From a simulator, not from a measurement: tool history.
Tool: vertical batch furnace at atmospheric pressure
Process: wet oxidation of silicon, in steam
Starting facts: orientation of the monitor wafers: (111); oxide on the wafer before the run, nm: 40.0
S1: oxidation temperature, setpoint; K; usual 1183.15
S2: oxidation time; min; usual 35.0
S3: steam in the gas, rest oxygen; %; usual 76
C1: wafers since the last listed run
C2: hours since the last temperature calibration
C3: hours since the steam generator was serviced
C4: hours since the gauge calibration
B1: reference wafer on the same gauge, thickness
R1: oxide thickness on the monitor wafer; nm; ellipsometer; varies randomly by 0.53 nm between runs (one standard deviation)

run,hour,S1,S2,S3,C1,C2,C3,C4,B1,R1
1,0.0,1183.15,35.0,76,0,1939.3,1569.6,1922.2,164.05,165.51
2,55.5,1183.15,35.0,76,660,1994.8,1625.1,1977.7,163.91,165.29
3,116.9,1193.15,35.0,80,730,2056.2,1686.5,2039.1,163.98,185.05
4,153.7,1193.15,35.0,80,437,2093.0,1723.3,2075.9,164.13,184.44
5,259.1,1183.15,35.0,76,1254,2198.4,1828.7,2181.3,163.98,165.46
6,533.0,1183.15,35.0,76,3259,2472.3,2102.6,2455.2,163.96,165.37
# hour 626.7: gauge calibrated
7,632.2,1183.15,35.0,76,1180,2571.5,2201.8,5.5,164.06,165.13
8,696.9,1183.15,35.0,76,769,2636.2,2266.5,70.2,163.88,164.89
# hour 730.2: thermocouples replaced and temperature profile calibrated
9,803.8,1183.15,35.0,76,986,73.6,2373.4,177.1,164.17,162.77
10,871.9,1183.15,35.0,76,810,141.7,2441.5,245.2,163.95,161.69
11,955.5,1183.15,35.0,76,994,225.3,2525.1,328.8,163.82,162.45
12,1053.8,1191.15,24.0,76,1169,323.6,2623.4,427.1,164.06,136.59
13,1109.0,1191.15,24.0,76,656,378.8,2678.6,482.3,164.05,136.79
14,1172.0,1191.15,24.0,76,749,441.8,2741.6,545.3,164.02,136.85
15,1209.3,1183.15,48.5,76,443,479.1,2778.9,582.6,163.92,203.11
16,1277.2,1193.15,35.0,80,808,547.0,2846.8,650.5,164.05,183.13
17,1324.2,1183.15,23.5,76,559,594.0,2893.8,697.5,163.85,127.21
18,1390.9,1207.15,52.0,70,793,660.7,2960.5,764.2,163.95,241.41
# hour 1420.7: steam generator serviced
19,1459.9,1183.15,24.5,85,535,729.7,39.2,833.2,164.19,143.22
20,1514.6,1158.15,25.0,85,650,784.4,93.9,887.9,163.98,115.76
21,1596.1,1194.15,41.0,82,969,865.9,175.4,969.4,163.96,215.09
22,1696.8,1205.15,47.0,69,1198,966.6,276.1,1070.1,164.02,228.54
23,1770.0,1183.15,35.0,76,871,1039.8,349.3,1143.3,163.86,167.72
24,1815.2,1183.15,50.0,66,537,1085.0,394.5,1188.5,164.06,192.56
25,2134.2,1171.15,44.0,64,3796,1404.0,713.5,1507.5,164.05,156.08
26,2231.8,1183.15,35.0,76,1161,1501.6,811.1,1605.1,163.82,167.01
27,2303.6,1183.15,35.0,76,854,1573.4,882.9,1676.9,164.18,166.54
28,2374.4,1165.15,22.0,68,842,1644.2,953.7,1747.7,164.18,100.36
29,2419.4,1183.15,19.5,87,535,1689.2,998.7,1792.7,163.95,125.26
30,2484.5,1183.15,35.0,76,774,1754.3,1063.8,1857.8,164.03,166.57
31,2527.3,1175.15,20.5,85,509,1797.1,1106.6,1900.6,164.04,119.90
32,2615.8,1207.15,35.0,67,1053,1885.6,1195.1,1989.1,163.85,184.57
33,2703.5,1183.15,35.0,65,1043,1973.3,1282.8,2076.8,164.06,150.98
34,2798.6,1161.15,19.5,70,1131,2068.4,1377.9,2171.9,163.95,92.68
35,2858.1,1203.15,35.0,68,708,2127.9,1437.4,2231.4,163.97,181.00
36,2898.2,1183.15,35.0,76,477,2168.0,1477.5,2271.5,164.14,166.42
37,2941.0,1203.15,26.5,67,509,2210.8,1520.3,2314.3,163.97,150.46

Here are 5 independent what-if runs from the current tool condition. What would each one return?
A,2945.0,1190.15,35.0,76,47,2214.8,1524.3,2318.3,?,?
B,2945.0,1194.15,22.0,68,47,2214.8,1524.3,2318.3,?,?
C,2945.0,1183.15,42.0,76,47,2214.8,1524.3,2318.3,?,?
D,2945.0,1183.15,35.0,67,47,2214.8,1524.3,2318.3,?,?
E,2945.0,1171.15,40.0,76,47,2214.8,1524.3,2318.3,?,?

run,B1,R1
A,163.96,176.27
B,163.96,126.56
C,163.96,187.62
D,163.96,153.42
E,163.96,163.00
Had the tool no hidden state, the same runs would have come out as:
run,R1
A,176.94
B,126.98
C,188.15
D,153.76
E,162.89
